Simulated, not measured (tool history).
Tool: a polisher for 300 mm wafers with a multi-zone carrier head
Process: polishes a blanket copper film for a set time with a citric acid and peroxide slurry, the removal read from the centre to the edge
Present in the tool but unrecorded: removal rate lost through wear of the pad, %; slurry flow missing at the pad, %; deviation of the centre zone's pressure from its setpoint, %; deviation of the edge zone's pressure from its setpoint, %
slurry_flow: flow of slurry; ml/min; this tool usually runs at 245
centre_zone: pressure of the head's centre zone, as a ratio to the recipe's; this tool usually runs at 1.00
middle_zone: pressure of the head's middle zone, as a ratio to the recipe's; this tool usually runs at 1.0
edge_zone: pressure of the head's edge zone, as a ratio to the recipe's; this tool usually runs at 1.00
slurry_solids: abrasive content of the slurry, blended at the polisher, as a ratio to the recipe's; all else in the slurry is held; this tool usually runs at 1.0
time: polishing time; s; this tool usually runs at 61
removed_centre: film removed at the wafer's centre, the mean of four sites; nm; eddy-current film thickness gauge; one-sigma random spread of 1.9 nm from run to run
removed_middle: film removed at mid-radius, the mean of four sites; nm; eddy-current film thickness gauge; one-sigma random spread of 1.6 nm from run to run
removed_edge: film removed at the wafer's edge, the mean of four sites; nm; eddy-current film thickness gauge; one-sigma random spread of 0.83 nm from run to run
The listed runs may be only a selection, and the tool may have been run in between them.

run	day	slurry_flow	centre_zone	middle_zone	edge_zone	slurry_solids	time	wafers since the last listed run	wafers polished on this pad	hours since the slurry nozzle was cleaned	hours since the centre zone pressure was calibrated	hours since the edge zone pressure was calibrated	hours since the carrier head's membrane was replaced	incoming thickness of the incoming film, nm	removed_centre	removed_middle	removed_edge
1	0.000	245	1.00	1.0	1.00	1.0	61	0	3	535.4	219.9	308.7	991.8	1023.9	114.7	125.5	129.1
2	0.667	245	1.00	1.0	1.00	1.0	61	182	186	551.4	235.9	324.7	1007.8	1054.1	115.6	125.8	128.0
3	1.246	275	1.00	1.0	1.00	1.0	61	158	345	565.3	249.8	338.6	1021.7	1045.8	115.8	128.0	129.7
4	1.900	275	1.00	1.0	1.00	1.0	61	179	524	581.0	265.5	354.3	1037.4	1038.9	112.5	126.4	125.1
5	2.633	175	1.00	1.0	1.00	1.0	61	201	725	598.6	283.1	371.9	1055.0	1059.9	99.5	113.7	115.8
6	2.988	175	1.00	1.0	1.00	1.0	61	97	822	607.1	291.6	380.4	1063.5	1033.7	100.3	112.5	114.0
# day 3.508: worn pad replaced by a new one
7	3.683	175	1.00	1.0	1.00	1.0	61	145	48	623.8	308.3	397.1	1080.2	1041.0	106.8	121.5	122.2
# day 3.917: edge zone pressure recalibrated
8	4.242	245	1.00	1.0	0.93	1.0	61	130	178	637.2	321.7	7.8	1093.6	1047.7	109.5	127.6	123.2
# day 4.967: centre zone pressure recalibrated
9	5.050	245	1.00	1.0	1.00	1.0	61	198	377	656.6	2.0	27.2	1113.0	1054.5	127.1	126.7	125.7
10	5.733	170	1.05	0.9	1.00	1.0	61	187	564	673.0	18.4	43.6	1129.4	1028.0	121.2	106.4	117.4
11	6.112	245	1.00	1.0	1.00	1.0	61	103	668	682.1	27.5	52.7	1138.5	1054.2	120.1	121.9	121.4

Run 12 has not been measured yet. What should we expect?
# day 6.450: carrier head's membrane replaced by a new one
# day 6.712: slurry nozzle cleaned
12	6.792	245	1.00	1.0	1.00	1.3	82	117	786	1.9	43.8	69.0	8.2	1050.3	?	?	?

Run 12 produced removed_centre 164.7 nm, removed_middle 169.3 nm, removed_edge 169.7 nm.
Minus the tool's unlogged condition, the same run would have read removed_centre 185.5 nm, removed_middle 184.7 nm, removed_edge 185.1 nm.

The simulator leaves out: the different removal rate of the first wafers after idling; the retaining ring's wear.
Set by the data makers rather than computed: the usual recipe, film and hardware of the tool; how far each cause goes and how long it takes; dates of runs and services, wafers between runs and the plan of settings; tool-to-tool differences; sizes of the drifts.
